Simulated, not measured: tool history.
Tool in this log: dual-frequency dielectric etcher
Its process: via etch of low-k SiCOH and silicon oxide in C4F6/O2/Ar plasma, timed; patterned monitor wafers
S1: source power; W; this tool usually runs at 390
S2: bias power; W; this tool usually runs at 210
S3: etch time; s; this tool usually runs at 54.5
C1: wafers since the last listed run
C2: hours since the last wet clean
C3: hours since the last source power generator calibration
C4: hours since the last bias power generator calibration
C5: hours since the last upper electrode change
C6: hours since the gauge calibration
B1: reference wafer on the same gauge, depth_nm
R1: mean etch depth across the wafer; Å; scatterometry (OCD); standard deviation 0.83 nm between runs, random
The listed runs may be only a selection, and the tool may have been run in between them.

run,hour,S1,S2,S3,C1,C2,C3,C4,C5,C6,B1,R1
1,0.0,390,210,64.5,0,495.9,4418.9,3860.4,4531.7,421.1,143.2,1840
# hour 24.1: gauge calibrated
# hour 48.0: upper electrode replaced
2,50.3,390,210,64.5,184,546.2,4469.2,3910.7,2.3,26.2,143.2,1845
3,62.9,390,210,63.0,88,558.8,4481.8,3923.3,14.9,38.8,143.3,1785
4,73.6,390,210,61.5,75,569.5,4492.5,3934.0,25.6,49.5,142.8,1762
# hour 123.9: bias power generator calibrated
# hour 124.1: wet clean of the chamber
5,124.6,390,210,61.5,328,0.5,4543.5,0.7,76.6,100.5,143.5,1762
6,124.9,390,210,61.5,2,0.8,4543.8,1.0,76.9,100.8,143.2,1752
7,125.2,390,245,54.5,2,1.1,4544.1,1.3,77.2,101.1,142.8,1622
8,131.5,390,210,54.5,44,7.4,4550.4,7.6,83.5,107.4,143.1,1574
9,139.7,390,210,54.5,57,15.6,4558.6,15.8,91.7,115.6,143.1,1556
10,186.4,440,196,67.5,327,62.3,4605.3,62.5,138.4,162.3,143.0,1972
11,202.2,390,210,67.0,110,78.1,4621.1,78.3,154.2,178.1,142.8,1927
12,219.5,430,174,54.5,121,95.4,4638.4,95.6,171.5,195.4,143.0,1531
13,232.6,440,245,45.5,91,108.5,4651.5,108.7,184.6,208.5,143.0,1407
# hour 244.4: source power generator calibrated
14,284.6,330,210,48.5,336,160.5,40.2,160.7,236.6,260.5,143.0,1303
15,294.8,390,210,54.5,71,170.7,50.4,170.9,246.8,270.7,143.3,1560
16,306.9,390,259,49.0,84,182.8,62.5,183.0,258.9,282.8,142.8,1488
17,324.1,330,161,42.5,120,200.0,79.7,200.2,276.1,300.0,143.0,1059
18,330.9,390,210,54.5,47,206.8,86.5,207.0,282.9,306.8,143.2,1559
19,340.1,470,210,54.5,64,216.0,95.7,216.2,292.1,316.0,142.4,1652
20,348.0,480,210,54.5,55,223.9,103.6,224.1,300.0,323.9,142.9,1686
21,358.0,290,210,60.0,70,233.9,113.6,234.1,310.0,333.9,143.2,1537
22,365.0,480,194,45.5,49,240.9,120.6,241.1,317.0,340.9,142.5,1361

Estimate the outcome of run 23 from the log above:
23,391.2,390,210,54.5,183,267.1,146.8,267.3,343.2,367.1,?,?

Run 23 yielded B1 142.7, R1 1537 Å.
The same run, on a tool lacking any hidden state, would have yielded R1 1537 Å.

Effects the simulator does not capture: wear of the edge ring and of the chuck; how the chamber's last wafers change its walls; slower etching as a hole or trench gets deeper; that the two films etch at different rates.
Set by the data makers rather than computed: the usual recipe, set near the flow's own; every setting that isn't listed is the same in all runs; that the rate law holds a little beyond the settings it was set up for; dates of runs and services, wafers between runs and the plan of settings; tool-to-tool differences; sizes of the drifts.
